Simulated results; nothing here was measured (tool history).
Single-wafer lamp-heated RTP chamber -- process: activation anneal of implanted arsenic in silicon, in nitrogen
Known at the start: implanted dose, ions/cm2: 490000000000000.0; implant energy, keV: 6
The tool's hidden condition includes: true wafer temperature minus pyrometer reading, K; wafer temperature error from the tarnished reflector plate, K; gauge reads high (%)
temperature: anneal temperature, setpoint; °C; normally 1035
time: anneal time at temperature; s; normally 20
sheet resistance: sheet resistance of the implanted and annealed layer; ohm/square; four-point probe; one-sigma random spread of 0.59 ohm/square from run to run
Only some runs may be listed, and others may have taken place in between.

run	hour	temperature	time	wafers since the last listed run	wafers since the last pyrometer calibration	wafers since the reflector plate was cleaned	hours since the gauge calibration	read-back reference wafer on the same gauge, sheet resistance	sheet resistance
1	0.0	1046	20	0	5373	5415	895.9	204.62	202.18
# hour 8.8: pyrometer window cleaned and pyrometer calibrated
2	42.8	1046	20	656	642	6072	938.7	204.28	201.28
# hour 53.6: reflector plate cleaned
3	78.2	1035	20	517	1159	463	974.1	204.28	206.73
4	147.6	1035	20	1309	2468	1773	1043.5	204.30	206.05
5	219.0	1035	20	1347	3816	3121	1114.9	204.22	205.58
6	283.0	1044	20	1207	5024	4328	1178.9	204.18	202.73
# hour 292.8: pyrometer window cleaned and pyrometer calibrated
7	343.3	1035	20	987	953	5315	1239.2	204.31	204.93
# hour 377.0: reflector plate cleaned
8	411.0	1035	20	1126	2079	642	1306.9	203.97	205.76
9	453.4	1035	20	800	2880	1442	1349.3	204.34	205.50
10	502.5	1035	20	926	3806	2369	1398.4	204.15	205.24
11	543.5	1035	20	773	4580	3142	1439.4	203.99	205.69
# hour 564.0: gauge calibrated
# hour 609.1: pyrometer window cleaned and pyrometer calibrated
12	609.6	1035	20	1096	9	4239	45.6	209.16	212.02
13	661.7	1018	20	983	992	5222	97.7	208.62	215.51
# hour 697.4: reflector plate cleaned
14	725.8	1018	20	1058	2051	535	161.8	208.36	216.70
15	795.4	1049	10	1313	3364	1849	231.4	207.80	216.56
16	827.2	1014	12	600	3964	2449	263.2	207.46	227.14
17	876.9	1064	27	937	4902	3387	312.9	207.31	193.19
# hour 886.7: pyrometer window cleaned and pyrometer calibrated
18	914.5	1035	20	558	525	3946	350.5	207.17	208.14
19	978.7	1035	20	1211	1737	5157	414.7	206.69	208.12
# hour 1012.8: reflector plate cleaned
20	1032.0	1055	23	854	2591	362	468.0	206.69	199.81
21	1083.2	1016	12	966	3558	1328	519.2	206.23	224.40
22	1109.7	1051	29	500	4058	1829	545.7	206.26	195.54
23	1166.9	1035	20	1079	5137	2908	602.9	206.04	207.97
# hour 1222.3: pyrometer window cleaned and pyrometer calibrated
24	1222.8	1035	32	903	9	3812	658.8	206.03	199.45
25	1264.4	1016	26	785	794	4597	700.4	205.83	210.47
26	1295.5	1019	13	586	1381	5184	731.5	205.99	220.52
# hour 1327.2: reflector plate cleaned
27	1441.7	1056	12	2608	3990	2161	877.7	205.52	209.31
28	1481.6	1022	9	753	4743	2914	917.6	205.43	226.49
# hour 1514.0: pyrometer window cleaned and pyrometer calibrated
29	1550.4	1035	20	1147	687	4061	986.4	205.59	207.11

What was the tool's hidden state at every run in the log?
true wafer temperature minus pyrometer reading, K: 0 across all the runs
wafer temperature error from the tarnished reflector plate, K: 0 across all the runs
H1: gauge reads high (%)
run	H1
1	-2.13
2	-2.16
3	-2.18
4	-2.22
5	-2.26
6	-2.29
7	-2.31
8	-2.34
9	-2.35
10	-2.36
11	-2.37
12	0.179
13	-0.0608
14	-0.32
15	-0.565
16	-0.664
17	-0.807
18	-0.906
19	-1.06
20	-1.17
21	-1.26
22	-1.31
23	-1.39
24	-1.47
25	-1.52
26	-1.56
27	-1.7
28	-1.73
29	-1.77
